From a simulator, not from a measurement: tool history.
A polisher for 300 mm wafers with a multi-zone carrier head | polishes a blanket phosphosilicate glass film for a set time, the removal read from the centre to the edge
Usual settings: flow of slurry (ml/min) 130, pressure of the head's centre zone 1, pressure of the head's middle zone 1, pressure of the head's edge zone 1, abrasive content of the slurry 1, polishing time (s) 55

run	hour	flow of slurry (ml/min)	pressure of the head's centre zone	pressure of the head's middle zone	pressure of the head's edge zone	abrasive content of the slurry	polishing time (s)	wafers since the last listed run	wafers polished on this pad	hours since the slurry nozzle was cleaned	hours since the centre zone pressure was calibrated	hours since the edge zone pressure was calibrated	hours since the carrier head's membrane was replaced	incoming thickness of the incoming film, nm	film removed at the wafer's centre (angstrom)	film removed at mid-radius (angstrom)	film removed at the wafer's edge (angstrom)
1	0	130	1	1	1	1	55	0	1336	351.8	381.3	856.1	1656.9	3098.6	3461	3460	3468
2	15.2	130	1	1	1	1	55	240	1577	367	396.5	871.3	1672.1	3102	3498	3408	3403
# hour 78.9: worn pad replaced by a new one
3	105.9	130	1	1	1	1	55	1373	427	457.7	487.2	962	1762.8	3044.1	3539	3413	3395
# hour 137.8: carrier head's membrane replaced by a new one
4	138.3	130	1	1	1	1	55	433	861	490.1	519.6	994.4	0.5	3102.7	3563	3433	3362
# hour 217.3: edge zone pressure recalibrated
5	222.9	130	1	1	1	1	42	1308	2170	574.7	604.2	5.6	85.1	3114	2731	2573	2561
# hour 236.5: centre zone pressure recalibrated
6	242.4	130	1	1	1	0.9	55	277	2447	594.2	5.9	25.1	104.6	3022.7	3283	3254	3296
# hour 246.5: worn pad replaced by a new one
7	275.9	130	1	1	1.06	1	55	467	465	627.7	39.4	58.6	138.1	3056.4	3353	3337	3448
8	295.7	145	1	1.04	1	0.85	55	313	778	647.5	59.2	78.4	157.9	3084.5	3271	3351	3194
9	308	130	1	0.93	1	0.75	55	194	973	659.8	71.5	90.7	170.2	3074.9	3111	2986	3184
# hour 334.7: slurry nozzle cleaned
10	338.2	130	1	1.09	1	1	55	462	1436	3.5	101.7	120.9	200.4	3053.3	3465	3613	3456
11	372.2	130	1	1	1	1.25	55	538	1974	37.5	135.7	154.9	234.4	3026.3	3649	3651	3558
# hour 399.2: worn pad replaced by a new one
12	402.9	130	1	1	1	1.3	55	422	58	68.2	166.4	185.6	265.1	3030.3	3647	3694	3683
13	438	130	1	1	1	1	55	555	614	103.3	201.5	220.7	300.2	3069.7	3486	3455	3421
14	467.8	130	1	1	1	0.9	55	471	1086	133.1	231.3	250.5	330	3124	3379	3406	3343
15	492	140	1	1.06	1.06	1	46	383	1470	157.3	255.5	274.7	354.2	3023.7	3007	2991	2983
# hour 559.1: worn pad replaced by a new one
16	578.2	130	1	1	0.96	1.25	55	1301	302	243.5	341.7	360.9	440.4	3013.6	3765	3643	3570
17	608.3	85	1	1.06	1	1	55	476	779	273.6	371.8	391	470.5	3049.3	3289	3327	3273
18	626.2	130	1.11	1	1.07	1	61	283	1062	291.5	389.7	408.9	488.4	3065.9	4375	3794	3850
19	654.6	130	1	0.89	0.96	1	38	449	1512	319.9	418.1	437.3	516.8	3107.3	2464	2297	2291
20	669.9	130	1	1	1	1	55	242	1754	335.2	433.4	452.6	532.1	3108.5	3558	3429	3457

5 ways to go on from here, each from the tool as it stands after run 20. What would each give?
A	670.3	130	1	1	1	1	55	6	1760	335.6	433.8	453	532.5	3084.5	?	?	?
B	670.3	130	1	1.06	1	1	73	6	1760	335.6	433.8	453	532.5	3084.5	?	?	?
C	670.3	150	1	1	1	1	42	6	1760	335.6	433.8	453	532.5	3084.5	?	?	?
D	670.3	130	1	0.93	1	1.2	55	6	1760	335.6	433.8	453	532.5	3084.5	?	?	?
E	670.3	150	1	1	0.95	0.85	65	6	1760	335.6	433.8	453	532.5	3084.5	?	?	?

run	film removed at the wafer's centre (angstrom)	film removed at mid-radius (angstrom)	film removed at the wafer's edge (angstrom)
A	3584	3414	3337
B	4758	4656	4427
C	2800	2660	2585
D	3750	3459	3495
E	4166	3957	3755
Without the tool's hidden state the same runs would have given:
run	film removed at the wafer's centre (angstrom)	film removed at mid-radius (angstrom)	film removed at the wafer's edge (angstrom)
A	3411	3452	3363
B	4529	4709	4461
C	2662	2687	2603
D	3569	3497	3521
E	3961	3998	3781

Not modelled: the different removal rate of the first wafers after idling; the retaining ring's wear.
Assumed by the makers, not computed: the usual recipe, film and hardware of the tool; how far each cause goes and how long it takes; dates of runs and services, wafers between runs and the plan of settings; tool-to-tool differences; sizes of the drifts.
